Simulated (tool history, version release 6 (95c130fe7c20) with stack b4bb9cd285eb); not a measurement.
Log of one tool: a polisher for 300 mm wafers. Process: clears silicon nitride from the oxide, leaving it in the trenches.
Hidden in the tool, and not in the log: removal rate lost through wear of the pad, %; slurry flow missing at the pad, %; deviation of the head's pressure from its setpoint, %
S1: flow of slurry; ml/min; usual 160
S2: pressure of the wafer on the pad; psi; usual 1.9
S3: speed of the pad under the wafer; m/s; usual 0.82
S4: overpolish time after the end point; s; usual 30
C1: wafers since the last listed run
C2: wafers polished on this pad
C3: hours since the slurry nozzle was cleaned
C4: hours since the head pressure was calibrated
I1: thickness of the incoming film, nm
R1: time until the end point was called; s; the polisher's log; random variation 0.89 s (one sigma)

run 1 day=0 | S1=160 S2=1.9 S3=0.82 S4=30 | C1=0 C2=4944 C3=400.5 C4=182.1 | I1=49.8 | R1=92.8
run 2 day=2.962 | S1=160 S2=1.9 S3=0.82 S4=30 | C1=649 C2=5594 C3=471.6 C4=253.2 | I1=50.3 | R1=93.5
-- day=8.254 worn pad replaced by a new one
run 3 day=11.438 | S1=160 S2=1.9 S3=0.82 S4=30 | C1=1821 C2=697 C3=675 C4=456.6 | I1=49.8 | R1=90.4
run 4 day=15.579 | S1=160 S2=1.9 S3=0.82 S4=30 | C1=908 C2=1605 C3=774.4 C4=556 | I1=49.8 | R1=90
-- day=15.825 slurry nozzle cleaned
run 5 day=17.121 | S1=160 S2=1.9 S3=0.82 S4=30 | C1=328 C2=1934 C3=31.1 C4=593 | I1=49.9 | R1=88.4
run 6 day=19.85 | S1=180 S2=1.9 S3=0.82 S4=30 | C1=598 C2=2532 C3=96.6 C4=658.5 | I1=49.2 | R1=86.3
run 7 day=23.717 | S1=180 S2=1.9 S3=0.82 S4=30 | C1=847 C2=3380 C3=189.4 C4=751.3 | I1=49.6 | R1=88.3
run 8 day=26.954 | S1=160 S2=1.9 S3=0.82 S4=30 | C1=709 C2=4090 C3=267.1 C4=829 | I1=50.7 | R1=92.7
run 9 day=31.058 | S1=160 S2=1.9 S3=0.82 S4=30 | C1=899 C2=4990 C3=365.6 C4=927.5 | I1=49.1 | R1=88.6
-- day=32.879 head pressure recalibrated
run 10 day=34.942 | S1=160 S2=1.9 S3=0.82 S4=30 | C1=833 C2=5823 C3=458.8 C4=49.5 | I1=50.2 | R1=93.4
run 11 day=38.938 | S1=160 S2=1.9 S3=0.82 S4=30 | C1=876 C2=6699 C3=554.7 C4=145.4 | I1=49.9 | R1=95.6
-- day=41.158 worn pad replaced by a new one
-- day=42.108 slurry nozzle cleaned
run 12 day=43.017 | S1=160 S2=1.9 S3=0.82 S4=30 | C1=848 C2=398 C3=21.8 C4=243.3 | I1=49.5 | R1=86.9
run 13 day=45.062 | S1=160 S2=1.9 S3=0.82 S4=30 | C1=448 C2=847 C3=70.9 C4=292.4 | I1=50 | R1=88.4
run 14 day=47.475 | S1=160 S2=1.4 S3=0.74 S4=30 | C1=528 C2=1376 C3=128.8 C4=350.3 | I1=50.1 | R1=130.8
run 15 day=51.958 | S1=160 S2=1.4 S3=0.74 S4=30 | C1=982 C2=2359 C3=236.4 C4=457.9 | I1=49.4 | R1=130.6
run 16 day=54.979 | S1=160 S2=2.1 S3=0.94 S4=30 | C1=662 C2=3021 C3=308.9 C4=530.4 | I1=49.8 | R1=71.4
run 17 day=57.188 | S1=110 S2=2.3 S3=0.7 S4=30 | C1=484 C2=3505 C3=361.9 C4=583.4 | I1=50.5 | R1=98
run 18 day=61.183 | S1=160 S2=2.3 S3=0.82 S4=37 | C1=876 C2=4381 C3=457.8 C4=679.3 | I1=49.4 | R1=77
run 19 day=63.671 | S1=120 S2=1.9 S3=0.82 S4=47 | C1=545 C2=4926 C3=517.5 C4=739 | I1=49.8 | R1=98.5
run 20 day=66.988 | S1=130 S2=1.3 S3=0.82 S4=30 | C1=727 C2=5654 C3=597.1 C4=818.6 | I1=50.1 | R1=136.4
-- day=69.642 worn pad replaced by a new one
run 21 day=70.388 | S1=160 S2=1.9 S3=0.82 S4=30 | C1=708 C2=163 C3=678.7 C4=900.2 | I1=50.8 | R1=89.2
-- day=70.858 slurry nozzle cleaned
run 22 day=73.25 | S1=195 S2=2.5 S3=0.82 S4=30 | C1=618 C2=782 C3=57.4 C4=968.9 | I1=50.1 | R1=68.1
run 23 day=75.238 | S1=160 S2=1.9 S3=0.82 S4=30 | C1=435 C2=1217 C3=105.1 C4=1016.6 | I1=49.5 | R1=88.2
-- day=76.096 head pressure recalibrated
run 24 day=79.229 | S1=160 S2=1.9 S3=0.82 S4=30 | C1=856 C2=2074 C3=200.9 C4=75.2 | I1=51 | R1=90.3
run 25 day=81.567 | S1=160 S2=1.9 S3=0.82 S4=30 | C1=512 C2=2587 C3=257 C4=131.3 | I1=50.2 | R1=90.5
run 26 day=85.908 | S1=160 S2=1.9 S3=0.82 S4=21 | C1=951 C2=3539 C3=361.2 C4=235.5 | I1=50.1 | R1=90.7
run 27 day=87.988 | S1=130 S2=2.2 S3=0.92 S4=30 | C1=455 C2=3994 C3=411.1 C4=285.4 | I1=49.8 | R1=73.1
run 28 day=89.558 | S1=160 S2=2.3 S3=0.82 S4=30 | C1=344 C2=4339 C3=448.8 C4=323.1 | I1=49.8 | R1=76.2
run 29 day=93.471 | S1=160 S2=1.9 S3=0.68 S4=14 | C1=857 C2=5197 C3=542.7 C4=417 | I1=50.9 | R1=112.8
-- day=99.675 slurry nozzle cleaned
-- day=102.488 worn pad replaced by a new one
run 30 day=103.308 | S1=160 S2=1.4 S3=0.82 S4=30 | C1=2111 C2=180 C3=87.2 C4=653.1 | I1=50.2 | R1=117.8
run 31 day=106.058 | S1=185 S2=1.9 S3=0.82 S4=30 | C1=602 C2=783 C3=153.2 C4=719.1 | I1=49.9 | R1=87.2
run 32 day=107.938 | S1=185 S2=1.9 S3=0.82 S4=30 | C1=411 C2=1195 C3=198.3 C4=764.2 | I1=49.8 | R1=87
run 33 day=111.538 | S1=160 S2=1.6 S3=0.94 S4=36 | C1=789 C2=1984 C3=284.7 C4=850.6 | I1=49.8 | R1=90.2
run 34 day=118.212 | S1=110 S2=1.9 S3=0.98 S4=40 | C1=1463 C2=3447 C3=444.9 C4=1010.8 | I1=49.1 | R1=80.3
-- day=121.521 head pressure recalibrated
run 35 day=121.596 | S1=210 S2=1.9 S3=0.82 S4=30 | C1=723 C2=4171 C3=526.1 C4=1.8 | I1=50.7 | R1=88.4
run 36 day=124.288 | S1=160 S2=1.2 S3=0.82 S4=30 | C1=590 C2=4761 C3=590.7 C4=66.4 | I1=50.5 | R1=137.4
run 37 day=128.042 | S1=160 S2=1.9 S3=0.74 S4=30 | C1=823 C2=5584 C3=680.8 C4=156.5 | I1=49.6 | R1=101.3

4 ways to go on from here, each from the tool as it stands after run 37. What would each give?
run A day=128.062 | S1=160 S2=1.3 S3=0.82 S4=30 | C1=4 C2=5589 C3=681.3 C4=157 | I1=50.5 | R1=?
run B day=128.062 | S1=110 S2=2.3 S3=0.82 S4=18 | C1=4 C2=5589 C3=681.3 C4=157 | I1=50.5 | R1=?
run C day=128.062 | S1=115 S2=2.5 S3=0.66 S4=25 | C1=4 C2=5589 C3=681.3 C4=157 | I1=50.5 | R1=?
run D day=128.062 | S1=195 S2=1.7 S3=0.82 S4=20 | C1=4 C2=5589 C3=681.3 C4=157 | I1=50.5 | R1=?

run=A R1=131.4
run=B R1=85.3
run=C R1=96.9
run=D R1=100.3
Without the tool's hidden state the same runs would have given:
run=A R1=125.8
run=B R1=81.6
run=C R1=92.8
run=D R1=96

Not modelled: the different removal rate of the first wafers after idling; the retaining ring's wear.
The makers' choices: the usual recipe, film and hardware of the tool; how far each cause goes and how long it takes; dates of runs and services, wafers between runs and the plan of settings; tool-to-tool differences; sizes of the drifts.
